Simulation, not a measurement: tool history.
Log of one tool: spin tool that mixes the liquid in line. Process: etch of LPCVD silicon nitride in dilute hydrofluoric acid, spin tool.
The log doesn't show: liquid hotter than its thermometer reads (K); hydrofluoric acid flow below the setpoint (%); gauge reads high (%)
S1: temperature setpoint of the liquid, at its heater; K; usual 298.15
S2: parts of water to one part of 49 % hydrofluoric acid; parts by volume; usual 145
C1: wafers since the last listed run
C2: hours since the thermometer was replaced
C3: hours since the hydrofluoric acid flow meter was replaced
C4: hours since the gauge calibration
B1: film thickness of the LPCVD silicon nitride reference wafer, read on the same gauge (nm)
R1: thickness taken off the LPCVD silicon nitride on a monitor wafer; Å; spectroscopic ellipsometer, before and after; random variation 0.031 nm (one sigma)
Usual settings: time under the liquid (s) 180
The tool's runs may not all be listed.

{"run": 1, "day": 0.0, "S1": 298.15, "S2": 145, "time under the liquid (s)": 180, "C1": 0, "C2": 771.8, "C3": 1310.1, "C4": 37.2, "B1": 70.011, "R1": 6.47}
{"run": 2, "day": 1.588, "S1": 298.15, "S2": 145, "time under the liquid (s)": 180, "C1": 175, "C2": 809.9, "C3": 1348.2, "C4": 75.3, "B1": 70.001, "R1": 6.27}
{"run": 3, "day": 1.908, "S1": 298.15, "S2": 145, "time under the liquid (s)": 180, "C1": 35, "C2": 817.6, "C3": 1355.9, "C4": 83, "B1": 69.987, "R1": 6.1}
{"run": 4, "day": 2.642, "S1": 298.15, "S2": 145, "time under the liquid (s)": 180, "C1": 81, "C2": 835.2, "C3": 1373.5, "C4": 100.6, "B1": 69.985, "R1": 6.35}
{"run": 5, "day": 2.954, "S1": 298.15, "S2": 145, "time under the liquid (s)": 180, "C1": 34, "C2": 842.7, "C3": 1381, "C4": 108.1, "B1": 70.017, "R1": 6.72}
{"run": 6, "day": 3.517, "S1": 298.15, "S2": 145, "time under the liquid (s)": 180, "C1": 62, "C2": 856.2, "C3": 1394.5, "C4": 121.6, "B1": 70.002, "R1": 6.33}
{"run": 7, "day": 3.871, "S1": 298.15, "S2": 145, "time under the liquid (s)": 105, "C1": 39, "C2": 864.7, "C3": 1403, "C4": 130.1, "B1": 70.009, "R1": 3.81}
{"run": 8, "day": 4.562, "S1": 298.15, "S2": 145, "time under the liquid (s)": 180, "C1": 76, "C2": 881.3, "C3": 1419.6, "C4": 146.7, "B1": 70.008, "R1": 6.03}
{"run": 9, "day": 5.0, "S1": 298.15, "S2": 145, "time under the liquid (s)": 180, "C1": 48, "C2": 891.8, "C3": 1430.1, "C4": 157.2, "B1": 69.975, "R1": 6.58}
{"run": 10, "day": 5.688, "S1": 298.15, "S2": 145, "time under the liquid (s)": 180, "C1": 76, "C2": 908.3, "C3": 1446.6, "C4": 173.7, "B1": 69.982, "R1": 6.55}
{"run": 11, "day": 6.088, "S1": 298.15, "S2": 145, "time under the liquid (s)": 180, "C1": 44, "C2": 917.9, "C3": 1456.2, "C4": 183.3, "B1": 69.993, "R1": 6.58}
{"run": 12, "day": 6.412, "S1": 298.15, "S2": 145, "time under the liquid (s)": 180, "C1": 35, "C2": 925.7, "C3": 1464, "C4": 191.1, "B1": 69.98, "R1": 6.38}
{"run": 13, "day": 7.396, "S1": 298.15, "S2": 145, "time under the liquid (s)": 180, "C1": 108, "C2": 949.3, "C3": 1487.6, "C4": 214.7, "B1": 69.991, "R1": 6.32}
{"run": 14, "day": 7.796, "S1": 298.15, "S2": 145, "time under the liquid (s)": 180, "C1": 44, "C2": 958.9, "C3": 1497.2, "C4": 224.3, "B1": 70.007, "R1": 6.46}
{"run": 15, "day": 8.296, "S1": 298.15, "S2": 145, "time under the liquid (s)": 180, "C1": 55, "C2": 970.9, "C3": 1509.2, "C4": 236.3, "B1": 70.024, "R1": 6.05}
{"run": 16, "day": 8.892, "S1": 294.15, "S2": 145, "time under the liquid (s)": 260, "C1": 65, "C2": 985.2, "C3": 1523.5, "C4": 250.6, "B1": 69.989, "R1": 6.73}
{"day": 9.517, "done": "hydrofluoric acid flow meter replaced"}
{"day": 9.729, "done": "thermometer replaced"}
{"run": 17, "day": 10.575, "S1": 294.15, "S2": 145, "time under the liquid (s)": 180, "C1": 176, "C2": 20.3, "C3": 25.4, "C4": 291, "B1": 69.991, "R1": 4.94}
{"run": 18, "day": 11.088, "S1": 301.65, "S2": 200, "time under the liquid (s)": 180, "C1": 56, "C2": 32.6, "C3": 37.7, "C4": 303.3, "B1": 70.03, "R1": 5.62}
{"run": 19, "day": 11.688, "S1": 298.15, "S2": 145, "time under the liquid (s)": 180, "C1": 66, "C2": 47, "C3": 52.1, "C4": 317.7, "B1": 69.995, "R1": 6.44}
{"run": 20, "day": 12.288, "S1": 298.15, "S2": 145, "time under the liquid (s)": 180, "C1": 66, "C2": 61.4, "C3": 66.5, "C4": 332.1, "B1": 69.973, "R1": 6.51}
{"day": 12.5, "done": "gauge calibrated"}
{"run": 21, "day": 13.579, "S1": 302.65, "S2": 145, "time under the liquid (s)": 180, "C1": 142, "C2": 92.4, "C3": 97.5, "C4": 25.9, "B1": 70.01, "R1": 8.21}
{"run": 22, "day": 14.104, "S1": 303.15, "S2": 165, "time under the liquid (s)": 100, "C1": 58, "C2": 105, "C3": 110.1, "C4": 38.5, "B1": 69.983, "R1": 4.33}
{"run": 23, "day": 14.8, "S1": 298.15, "S2": 145, "time under the liquid (s)": 180, "C1": 76, "C2": 121.7, "C3": 126.8, "C4": 55.2, "B1": 70.017, "R1": 6.59}
{"run": 24, "day": 15.121, "S1": 298.15, "S2": 145, "time under the liquid (s)": 180, "C1": 35, "C2": 129.4, "C3": 134.5, "C4": 62.9, "B1": 70.037, "R1": 6.64}
{"run": 25, "day": 15.771, "S1": 298.15, "S2": 145, "time under the liquid (s)": 180, "C1": 71, "C2": 145, "C3": 150.1, "C4": 78.5, "B1": 69.964, "R1": 5.95}
{"run": 26, "day": 16.462, "S1": 298.15, "S2": 145, "time under the liquid (s)": 105, "C1": 76, "C2": 161.6, "C3": 166.7, "C4": 95.1, "B1": 70, "R1": 3.6}
{"run": 27, "day": 17.204, "S1": 295.65, "S2": 180, "time under the liquid (s)": 90, "C1": 82, "C2": 179.4, "C3": 184.5, "C4": 112.9, "B1": 70.016, "R1": 2.12}
{"run": 28, "day": 17.696, "S1": 300.65, "S2": 145, "time under the liquid (s)": 70, "C1": 54, "C2": 191.2, "C3": 196.3, "C4": 124.7, "B1": 69.972, "R1": 2.81}
{"run": 29, "day": 18.079, "S1": 298.15, "S2": 195, "time under the liquid (s)": 145, "C1": 42, "C2": 200.4, "C3": 205.5, "C4": 133.9, "B1": 69.975, "R1": 3.69}
{"run": 30, "day": 18.662, "S1": 294.15, "S2": 145, "time under the liquid (s)": 250, "C1": 64, "C2": 214.4, "C3": 219.5, "C4": 147.9, "B1": 70.006, "R1": 6.14}
{"run": 31, "day": 19.404, "S1": 302.65, "S2": 145, "time under the liquid (s)": 120, "C1": 82, "C2": 232.2, "C3": 237.3, "C4": 165.7, "B1": 70.015, "R1": 5.92}
{"run": 32, "day": 21.025, "S1": 298.15, "S2": 175, "time under the liquid (s)": 180, "C1": 179, "C2": 271.1, "C3": 276.2, "C4": 204.6, "B1": 69.967, "R1": 5.1}
{"run": 33, "day": 21.562, "S1": 301.65, "S2": 125, "time under the liquid (s)": 120, "C1": 59, "C2": 284, "C3": 289.1, "C4": 217.5, "B1": 69.994, "R1": 6.11}

What the log doesn't show, run by run:
liquid hotter than its thermometer reads (K): 0 in every run
hydrofluoric acid flow below the setpoint (%): 0 in every run
gauge reads high (%): 0 in every run

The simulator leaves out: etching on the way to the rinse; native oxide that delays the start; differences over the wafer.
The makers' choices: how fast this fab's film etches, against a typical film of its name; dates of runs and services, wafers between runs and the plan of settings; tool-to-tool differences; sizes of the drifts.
